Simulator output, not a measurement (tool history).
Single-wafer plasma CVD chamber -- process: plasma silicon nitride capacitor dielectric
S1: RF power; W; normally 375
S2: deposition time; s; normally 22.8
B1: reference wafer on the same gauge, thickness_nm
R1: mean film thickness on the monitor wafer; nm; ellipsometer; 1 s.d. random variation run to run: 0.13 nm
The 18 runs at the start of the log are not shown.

{"run": 19, "hour": 1480.6, "S1": 375, "S2": 22.8, "B1": 30.993, "R1": 30.499}
{"run": 20, "hour": 1572.0, "S1": 330, "S2": 21.3, "B1": 31.003, "R1": 27.571}
{"run": 21, "hour": 1668.3, "S1": 375, "S2": 22.8, "B1": 30.979, "R1": 30.39}
{"hour": 1704.6, "done": "RF generator calibrated"}
{"run": 22, "hour": 1740.4, "S1": 375, "S2": 22.8, "B1": 31.024, "R1": 31.032}
{"run": 23, "hour": 1795.1, "S1": 405, "S2": 19.5, "B1": 30.963, "R1": 27.186}
{"run": 24, "hour": 1849.9, "S1": 335, "S2": 25.2, "B1": 31.011, "R1": 33.337}
{"run": 25, "hour": 1908.0, "S1": 375, "S2": 19.2, "B1": 30.942, "R1": 26.289}
{"run": 26, "hour": 1956.4, "S1": 300, "S2": 19.7, "B1": 30.98, "R1": 25.156}
{"run": 27, "hour": 2032.0, "S1": 395, "S2": 21.6, "B1": 31.004, "R1": 29.986}
{"run": 28, "hour": 2094.4, "S1": 400, "S2": 19.3, "B1": 30.963, "R1": 26.817}
{"run": 29, "hour": 2141.0, "S1": 395, "S2": 19.8, "B1": 30.976, "R1": 27.571}
{"run": 30, "hour": 2234.8, "S1": 410, "S2": 26.8, "B1": 31.045, "R1": 37.315}
{"run": 31, "hour": 2318.5, "S1": 375, "S2": 21.3, "B1": 31.04, "R1": 29.252}
{"run": 32, "hour": 2412.1, "S1": 425, "S2": 19.3, "B1": 30.986, "R1": 27.263}
{"run": 33, "hour": 2455.9, "S1": 410, "S2": 20.1, "B1": 30.988, "R1": 28.081}
{"run": 34, "hour": 2544.4, "S1": 375, "S2": 22.8, "B1": 30.982, "R1": 31.087}
{"run": 35, "hour": 2603.2, "S1": 375, "S2": 26.5, "B1": 31.029, "R1": 35.988}

Forecast each of these 3 alternatives for the next run:
{"run": "A", "hour": 2603.6, "S1": 375, "S2": 22.8, "B1": "?", "R1": "?"}
{"run": "B", "hour": 2603.6, "S1": 355, "S2": 25.9, "B1": "?", "R1": "?"}
{"run": "C", "hour": 2603.6, "S1": 315, "S2": 26.8, "B1": "?", "R1": "?"}

run=A B1=30.995 R1=30.979
run=B B1=30.995 R1=34.639
run=C B1=30.995 R1=34.633
With no hidden state in the tool, these same runs would have given:
run=A R1=31.082
run=B R1=34.754
run=C R1=34.748
